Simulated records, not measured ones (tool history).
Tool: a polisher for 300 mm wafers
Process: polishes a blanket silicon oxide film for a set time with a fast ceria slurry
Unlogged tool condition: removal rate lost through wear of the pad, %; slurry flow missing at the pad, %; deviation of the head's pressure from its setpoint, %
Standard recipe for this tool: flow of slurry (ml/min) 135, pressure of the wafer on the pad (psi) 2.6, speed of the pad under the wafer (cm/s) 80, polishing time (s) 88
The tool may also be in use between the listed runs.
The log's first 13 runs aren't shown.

run,hour,flow of slurry (ml/min),pressure of the wafer on the pad (psi),speed of the pad under the wafer (cm/s),polishing time (s),wafers since the last listed run,wafers polished on this pad,hours since the slurry nozzle was cleaned,hours since the head pressure was calibrated,"incoming thickness of the incoming film, nm",film removed (angstrom)
14,963.5,135,2.6,80,88,503,1404,483.1,298.2,3820.7,9506
15,1007.8,135,2.6,80,88,219,1624,527.4,342.5,3717.3,9534
16,1057,135,2.6,80,88,243,1867,576.6,391.7,3772.2,9675
17,1124.4,135,2.6,94,88,333,2201,644,459.1,3798.4,11130
18,1176,95,2.6,80,97,255,2456,695.6,510.7,3697.2,9679
19,1266.2,135,3.3,80,65,446,2903,785.8,600.9,3739.2,8938
20,1362.5,135,2.6,80,79,476,3380,882.1,697.2,3816,8711
# hour 1393.9: slurry nozzle cleaned
21,1410.2,135,2,80,64,231,3611,16.3,744.9,3733.7,5341
# hour 1431.2: worn pad replaced by a new one
22,1469.1,135,2.6,100,103,271,187,75.2,803.8,3791.9,14501
23,1526.4,135,2.6,80,88,283,471,132.5,861.1,3748,10032

Run 24 is up next; what results do you expect?
24,1611.3,135,2.3,60,80,420,891,217.4,946,3760.1,?

{"run 24": {"film removed (angstrom)": 5919}}
On a tool with no hidden condition, and with the same random variation, this run would have come out at film removed (angstrom) 5825.
